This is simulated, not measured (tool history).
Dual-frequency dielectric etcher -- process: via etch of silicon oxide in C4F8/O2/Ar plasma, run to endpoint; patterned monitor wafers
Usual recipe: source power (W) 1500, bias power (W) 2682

run	hour	source power (W)	bias power (W)	incoming incoming film thickness, nm	endpoint time (s)
1	0	1500	2220	1322.8	281.8
2	60.4	1500	2220	1317.1	283.5
3	84.6	1500	2220	1313.4	283.6
4	132.2	1500	2682	1303.9	258.4
5	163.3	1500	2224	1306.8	277.5
6	202.1	1500	2306	1308.3	277.6
# hour 282.2: wet clean of the chamber
7	282.7	1500	2306	1311.1	269.9
8	307.9	1500	2306	1316.3	272.9
9	417.7	1500	2682	1313.3	255.7
10	462.8	1420	2682	1307.4	264.3
11	509.7	1420	2682	1304.8	262.8
12	579.3	1420	2682	1317	269
13	621.4	1500	2281	1314.8	279.2
# hour 667.7: bias power generator calibrated
14	668.2	1500	2682	1311.3	262.8
# hour 692.3: upper electrode replaced
15	735.3	1200	2682	1306.9	279.1
# hour 763.7: source power generator calibrated
16	772.6	1380	2120	1311.3	299
17	809.4	1500	2076	1305.2	290
# hour 866.5: wet clean of the chamber
18	950.8	1500	2682	1314	252.9
19	979.5	1370	2038	1311.9	295
20	1033.4	1500	2682	1308.3	258
21	1095.7	1500	2682	1320.8	258.1
22	1147.3	1290	2138	1311.4	300.9
23	1206.3	1860	3261	1308.8	223.2
24	1275.4	1500	3067	1313.8	247.3

Branching from run 24: 3 alternative next runs. What would each branch give?
A	1275.9	1500	2933	1297.5	?
B	1275.9	1240	2682	1297.5	?
C	1275.9	1360	2018	1297.5	?

run	endpoint time (s)
A	249.6
B	274.6
C	301.3
With the hidden condition removed and each run's random variation left untouched, the same runs would have given:
run	endpoint time (s)
A	241.7
B	265.9
C	291.8
